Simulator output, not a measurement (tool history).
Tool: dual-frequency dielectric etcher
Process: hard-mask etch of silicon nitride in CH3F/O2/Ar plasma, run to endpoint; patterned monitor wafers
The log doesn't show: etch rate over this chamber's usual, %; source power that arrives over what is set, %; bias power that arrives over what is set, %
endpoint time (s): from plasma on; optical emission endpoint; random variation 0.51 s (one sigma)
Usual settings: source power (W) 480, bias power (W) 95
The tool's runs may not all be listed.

run,hour,source power (W),bias power (W),wafers since the last listed run,hours since the last wet clean,hours since the last source power generator calibration,hours since the last bias power generator calibration,hours since the last upper electrode change,"incoming incoming film thickness, nm",endpoint time (s)
1,0.0,480,95,0,388.7,1217.7,1365.1,985.3,55.5,74.5
2,71.0,480,95,894,459.7,1288.7,1436.1,1056.3,56.3,74.7
# hour 157.1: wet clean of the chamber
3,314.0,450,102,2757,156.9,1531.7,1679.1,1299.3,55.1,76.1
# hour 358.9: source power generator calibrated
4,418.1,450,102,1260,261.0,59.2,1783.2,1403.4,55.6,76.4
# hour 442.5: bias power generator calibrated
5,466.7,450,102,561,309.6,107.8,24.2,1452.0,55.3,76.5
6,505.7,480,95,491,348.6,146.8,63.2,1491.0,55.4,75.9
7,562.6,480,78,716,405.5,203.7,120.1,1547.9,55.4,79.2
8,639.0,480,78,962,481.9,280.1,196.5,1624.3,55.6,78.1
# hour 663.8: wet clean of the chamber
9,736.3,480,78,923,72.5,377.4,293.8,1721.6,55.6,81.8
10,784.0,480,108,600,120.2,425.1,341.5,1769.3,55.2,74.6
11,983.4,480,108,2511,319.6,624.5,540.9,1968.7,55.3,72.8
12,1070.2,480,95,1093,406.4,711.3,627.7,2055.5,55.3,74.7
13,1109.9,480,95,499,446.1,751.0,667.4,2095.2,55.4,75.0
# hour 1160.1: wet clean of the chamber
14,1173.5,480,95,498,13.4,814.6,731.0,2158.8,55.5,77.5
15,1273.3,480,88,1256,113.2,914.4,830.8,2258.6,54.9,77.7
16,1401.4,480,88,1613,241.3,1042.5,958.9,2386.7,55.8,77.9
17,1453.6,480,88,657,293.5,1094.7,1011.1,2438.9,55.6,76.4
18,1490.7,480,77,467,330.6,1131.8,1048.2,2476.0,55.8,79.7
19,1532.0,420,73,520,371.9,1173.1,1089.5,2517.3,55.3,84.9
20,1601.4,450,102,873,441.3,1242.5,1158.9,2586.7,55.7,75.8
21,1656.7,570,95,696,496.6,1297.8,1214.2,2642.0,55.8,69.9
22,1694.6,480,108,477,534.5,1335.7,1252.1,2679.9,55.0,70.3
# hour 1770.3: wet clean of the chamber
23,1770.8,530,72,657,0.5,1411.9,1328.3,2756.1,55.3,80.5
# hour 1818.6: upper electrode replaced
24,1839.7,380,111,565,69.4,1480.8,1397.2,21.1,55.4,81.1
# hour 1867.8: source power generator calibrated
25,1913.4,480,95,877,143.1,45.6,1470.9,94.8,55.7,77.3
26,2005.6,480,95,1161,235.3,137.8,1563.1,187.0,55.2,75.3
27,2072.6,520,80,843,302.3,204.8,1630.1,254.0,55.4,76.9
# hour 2157.4: bias power generator calibrated
28,2171.3,440,105,1192,401.0,303.5,13.9,352.7,56.2,76.8
# hour 2388.5: wet clean of the chamber
29,2416.7,480,95,2788,28.2,548.9,259.3,598.1,55.3,76.4
30,2468.2,480,95,648,79.7,600.4,310.8,649.6,55.3,76.9
31,2540.9,480,95,915,152.4,673.1,383.5,722.3,55.9,77.0
32,2605.7,390,75,816,217.2,737.9,448.3,787.1,56.2,89.8
33,2661.9,480,83,707,273.4,794.1,504.5,843.3,55.5,78.4
34,2732.0,560,82,882,343.5,864.2,574.6,913.4,55.4,72.8

Measured less the same run without the tool's hidden state. The same run-to-run variation is in both; the gauge's scatter may not be:
run,endpoint time (s)
1,-3.6
2,-4.1
3,-0.9
4,-1.7
5,-2.0
6,-2.3
7,-2.9
8,-3.3
9,+0.1
10,-0.3
11,-1.6
12,-2.3
13,-2.6
14,+0.0
15,-0.8
16,-1.8
17,-2.1
18,-2.5
19,-3.0
20,-3.2
21,-3.3
22,-3.6
23,+0.6
24,+0.1
25,-0.5
26,-1.2
27,-1.7
28,-2.4
29,-0.6
30,-1.0
31,-1.6
32,-2.4
33,-2.5
34,-2.8
